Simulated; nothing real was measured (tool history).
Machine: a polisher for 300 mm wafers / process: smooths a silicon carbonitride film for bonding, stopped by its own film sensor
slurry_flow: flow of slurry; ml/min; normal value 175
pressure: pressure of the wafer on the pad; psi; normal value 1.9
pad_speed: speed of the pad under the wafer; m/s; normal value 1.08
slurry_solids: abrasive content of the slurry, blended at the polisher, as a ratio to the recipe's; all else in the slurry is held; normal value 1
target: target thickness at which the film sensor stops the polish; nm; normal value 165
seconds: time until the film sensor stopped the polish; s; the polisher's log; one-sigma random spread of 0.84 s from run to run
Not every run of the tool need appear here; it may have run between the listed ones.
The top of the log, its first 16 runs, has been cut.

run	hour	slurry_flow	pressure	pad_speed	slurry_solids	target	incoming thickness of the incoming film, nm	seconds
17	578.2	175	1.9	0.9	0.9	170	187.2	72.5
18	610.4	175	1.9	1.08	1.1	161	189.5	105.7
19	633.8	200	2.5	1.18	1	172	189.4	52.1
20	649.7	130	1.9	1.08	0.8	165	188.2	102.3
# hour 685: slurry blender recalibrated
# hour 686.5: worn pad replaced by a new one
21	687	175	1.9	1.4	1	165	186.4	71.6
22	715.1	175	2.1	0.94	1.25	165	189.9	89.6
23	746.6	135	2.4	1.08	0.8	165	190.9	100.3
24	766.9	175	1.9	1.44	1	165	190.6	86.1
25	784	175	1.9	1.08	1	165	189	93.8
26	804.4	175	1.9	1.08	1	169	192.1	90.4
27	833.2	175	1.9	0.74	1	165	188.4	108
28	859.4	175	2.3	1.08	1	172	187.8	56.2
29	887.3	175	2.2	1.08	1	165	187.9	84.4
30	922	175	1.9	1.08	1	165	187.8	92.6
31	944.5	175	1.9	1.08	1	165	192	109.7

Each row is a separate what-if for the run after 31, all from the same tool condition, not one after another. Results?
A	944.9	175	1.9	1.08	1	165	190.3	?
B	944.9	150	1.9	1.22	1	173	190.3	?
C	944.9	205	1.9	1.08	1	165	190.3	?

run	seconds
A	102.6
B	69.8
C	98.4
Had the tool no hidden state, the same runs would have come out as:
run	seconds
A	92.5
B	61.8
C	90.2

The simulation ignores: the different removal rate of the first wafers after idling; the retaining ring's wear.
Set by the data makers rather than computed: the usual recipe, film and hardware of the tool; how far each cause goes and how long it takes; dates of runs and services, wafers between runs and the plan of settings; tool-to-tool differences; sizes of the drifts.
